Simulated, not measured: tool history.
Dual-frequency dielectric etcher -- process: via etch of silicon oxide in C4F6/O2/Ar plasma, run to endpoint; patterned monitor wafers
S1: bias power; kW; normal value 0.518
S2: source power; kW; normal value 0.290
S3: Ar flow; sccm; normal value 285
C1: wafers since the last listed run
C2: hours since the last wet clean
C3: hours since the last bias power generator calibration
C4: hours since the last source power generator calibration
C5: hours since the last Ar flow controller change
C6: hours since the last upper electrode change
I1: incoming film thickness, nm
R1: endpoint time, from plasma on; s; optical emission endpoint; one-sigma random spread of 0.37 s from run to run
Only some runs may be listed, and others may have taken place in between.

run   hour     S1     S2   S3   C1     C2      C3      C4      C5      C6     I1    R1
  1    0.0  0.518  0.290  285    0  280.0  2576.7  3369.2  5816.0  3313.0  189.3  48.4
  2   30.9  0.518  0.290  285  327  310.9  2607.6  3400.1  5846.9  3343.9  192.2  50.0
  3   51.9  0.518  0.290  285  222  331.9  2628.6  3421.1  5867.9  3364.9  189.2  49.2
  4   73.1  0.518  0.290  285  224  353.1  2649.8  3442.3  5889.1  3386.1  188.9  49.2
  5   92.5  0.518  0.290  285  205  372.5  2669.2  3461.7  5908.5  3405.5  187.3  49.0
  6  114.6  0.518  0.290  285  234  394.6  2691.3  3483.8  5930.6  3427.6  188.4  49.4
     165.7  -- wet clean of the chamber
  7  166.2  0.518  0.260  285  292    0.5  2742.9  3535.4  5982.2  3479.2  188.4  48.3
  8  166.6  0.518  0.260  285    4    0.9  2743.3  3535.8  5982.6  3479.6  188.1  48.4
  9  176.3  0.518  0.260  285  102   10.6  2753.0  3545.5  5992.3  3489.3  188.2  48.3
 10  192.3  0.518  0.290  285  169   26.6  2769.0  3561.5  6008.3  3505.3  189.2  47.0
 11  221.8  0.518  0.290  285  312   56.1  2798.5  3591.0  6037.8  3534.8  189.8  47.5
     232.6  -- Ar flow controller replaced
 12  257.5  0.518  0.290  285  315   91.8  2834.2  3626.7    24.9  3570.5  187.6  47.6
 13  293.7  0.518  0.290  285  384  128.0  2870.4  3662.9    61.1  3606.7  189.1  47.4
     305.4  -- bias power generator calibrated
 14  317.5  0.518  0.290  285  210  151.8    12.1  3686.7    84.9  3630.5  190.6  48.7
 15  333.6  0.518  0.290  322  170  167.9    28.2  3702.8   101.0  3646.6  189.2  48.3
 16  351.5  0.518  0.290  285  189  185.8    46.1  3720.7   118.9  3664.5  190.1  47.8
 17  366.5  0.518  0.290  285  159  200.8    61.1  3735.7   133.9  3679.5  187.3  47.0
 18  382.5  0.518  0.290  313  169  216.8    77.1  3751.7   149.9  3695.5  187.5  48.5
 19  401.8  0.476  0.250  255  204  236.1    96.4  3771.0   169.2  3714.8  188.6  52.1
     441.5  -- upper electrode replaced, of another model than before
 20  442.0  0.518  0.290  259  171  276.3   136.6  3811.2   209.4     0.5  188.9  48.1
     454.7  -- source power generator calibrated
     541.8  -- wet clean of the chamber
 21  542.3  0.481  0.290  354  767    0.5   236.9    87.6   309.7   100.8  187.8  49.2
 22  555.4  0.518  0.290  285  138   13.6   250.0   100.7   322.8   113.9  189.8  47.0
 23  587.3  0.464  0.290  353  338   45.5   281.9   132.6   354.7   145.8  189.0  51.5
 24  622.6  0.412  0.290  247  374   80.8   317.2   167.9   390.0   181.1  189.1  54.2
 25  641.3  0.634  0.290  285  198   99.5   335.9   186.6   408.7   199.8  189.2  42.8
 26  663.3  0.518  0.290  264  233  121.5   357.9   208.6   430.7   221.8  190.1  47.3
 27  695.5  0.518  0.260  285  341  153.7   390.1   240.8   462.9   254.0  187.9  51.0
 28  717.8  0.518  0.350  238  236  176.0   412.4   263.1   485.2   276.3  188.2  42.5
 29  745.1  0.518  0.290  285  289  203.3   439.7   290.4   512.5   303.6  189.3  48.2

Exercise: give the hidden state of the tool at every run:
bias power that arrives over what is set, %: 0 at every run
source power that arrives over what is set, %: 0 at every run
Ar flow that arrives over what is set, %: 0 at every run
H1: etch rate over this chamber's usual, %
run      H1
  1   -3.68
  2   -4.06
  3   -4.31
  4   -4.57
  5   -4.81
  6   -5.08
  7  -0.714
  8  -0.719
  9  -0.837
 10   -1.03
 11   -1.39
 12   -1.83
 13   -2.27
 14   -2.56
 15   -2.75
 16   -2.97
 17   -3.15
 18   -3.35
 19   -3.58
 20   -4.07
 21  -0.995
 22   -1.15
 23   -1.54
 24   -1.97
 25    -2.2
 26   -2.47
 27   -2.86
 28   -3.13
 29   -3.47
